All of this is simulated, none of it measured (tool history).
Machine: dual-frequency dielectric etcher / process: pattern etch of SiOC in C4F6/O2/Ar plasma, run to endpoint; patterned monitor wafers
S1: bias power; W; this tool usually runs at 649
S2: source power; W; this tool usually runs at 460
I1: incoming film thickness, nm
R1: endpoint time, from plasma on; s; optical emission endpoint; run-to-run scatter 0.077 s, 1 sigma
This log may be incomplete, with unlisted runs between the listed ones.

run   hour   S1   S2     I1    R1
  1    0.0  554  460  41.03  12.2
  2   17.1  554  460  41.48  12.4
  3   36.4  554  460  41.23  12.3
  4   82.8  541  540  40.73  11.7
  5  104.0  649  460  40.98  10.9
  6  136.5  649  460  41.06  10.8
  7  169.1  649  460  41.16  10.7
  8  193.7  592  460  41.01  11.5
     219.6  -- wet clean of the chamber
  9  220.1  592  460  41.56  12.2
 10  240.7  610  380  41.11  12.2
 11  263.6  610  380  41.47  12.2

Predict the results of run 12:
     270.0  -- bias power generator calibrated
 12  310.2  513  560  41.32   ?

R1: 12.6 s
On a tool with no hidden condition, and with the same random variation, this run would have come out at R1 12.6 s.
